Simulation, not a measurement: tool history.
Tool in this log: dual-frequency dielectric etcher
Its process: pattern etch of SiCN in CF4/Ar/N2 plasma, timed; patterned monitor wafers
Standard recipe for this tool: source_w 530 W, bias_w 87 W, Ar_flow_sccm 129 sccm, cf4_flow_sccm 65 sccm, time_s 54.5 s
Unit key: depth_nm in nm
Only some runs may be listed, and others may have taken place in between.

run	day	source_w	bias_w	Ar_flow_sccm	cf4_flow_sccm	time_s	wafers since the last listed run	hours since the last wet clean	hours since the last source power generator calibration	hours since the last bias power generator calibration	hours since the last Ar flow controller change	hours since the last CF4 flow controller change	hours since the last upper electrode change	hours since the gauge calibration	read-back reference wafer on the same gauge, depth_nm	depth_nm
1	0.000	530	78	129	65	54.5	0	472.2	3423.1	3718.6	1528.1	2328.9	4434.0	70.5	66.6	53.0
2	0.483	530	87	109	65	54.5	183	483.8	3434.7	3730.2	1539.7	2340.5	4445.6	82.1	66.7	57.7
3	0.821	530	87	109	65	54.5	128	491.9	3442.8	3738.3	1547.8	2348.6	4453.7	90.2	66.6	57.9
4	1.304	530	87	129	65	54.5	183	503.5	3454.4	3749.9	1559.4	2360.2	4465.3	101.8	66.6	55.6
# day 2.342: wet clean of the chamber
5	2.362	530	87	129	65	54.5	22	0.5	3479.8	3775.3	1584.8	2385.6	4490.7	127.2	66.5	58.4
6	2.375	530	87	129	65	54.5	4	0.8	3480.1	3775.6	1585.1	2385.9	4491.0	127.5	66.6	58.8
7	2.438	530	71	129	65	54.5	23	2.3	3481.6	3777.1	1586.6	2387.4	4492.5	129.0	66.6	52.2
8	2.750	530	71	129	65	54.5	118	9.8	3489.1	3784.6	1594.1	2394.9	4500.0	136.5	66.5	52.7
# day 2.896: gauge calibrated
# day 3.308: Ar flow controller replaced
# day 4.142: bias power generator calibrated
# day 4.362: upper electrode replaced, of another model than before
# day 4.517: source power generator calibrated
9	4.538	460	87	160	65	54.5	377	52.7	0.5	9.5	29.5	2437.8	4.2	39.4	66.7	50.6
10	4.550	530	87	129	65	54.5	4	53.0	0.8	9.8	29.8	2438.1	4.5	39.7	66.6	58.8
11	4.562	530	87	104	65	44.5	4	53.3	1.1	10.1	30.1	2438.4	4.8	40.0	66.6	49.7
# day 4.900: CF4 flow controller replaced
12	4.921	530	87	129	80	46.5	41	61.9	9.7	18.7	38.7	0.5	13.4	48.6	66.6	52.0
13	5.050	590	99	106	72	54.5	49	65.0	12.8	21.8	41.8	3.6	16.5	51.7	66.6	73.6
14	5.646	410	69	100	78	54.5	226	79.3	27.1	36.1	56.1	17.9	30.8	66.0	66.6	43.4
15	6.071	530	81	157	81	54.5	161	89.5	37.3	46.3	66.3	28.1	41.0	76.2	66.6	55.4
16	6.717	590	99	106	72	54.5	245	105.0	52.8	61.8	81.8	43.6	56.5	91.7	66.6	73.1
17	7.238	600	98	118	65	54.5	197	117.5	65.3	74.3	94.3	56.1	69.0	104.2	66.6	70.9

Some steps in depth_nm, run to run, broken into two amounts with sign: the step expected even without the hidden condition (settings, incoming material, random variation), and the rest, left for the hidden condition together with whatever gauge scatter is not in both the measured and the hidden-condition-free result:
The tool's hidden condition here consists of: etch rate over this chamber's usual, %; source power that arrives over what is set, %; bias power that arrives over what is set, %; Ar flow that arrives over what is set, %; CF4 flow that arrives over what is set, %; gauge reads high (%).
Run 4 -> 5: wet clean of the chamber. depth_nm +2.8 nm: hidden state +2.7, all else +0.1.
Run 13 -> 14: source_w 590 -> 410, bias_w 99 -> 69, Ar_flow_sccm 106 -> 100, cf4_flow_sccm 72 -> 78. depth_nm -30.2 nm: hidden state +0.2, all else -30.4.
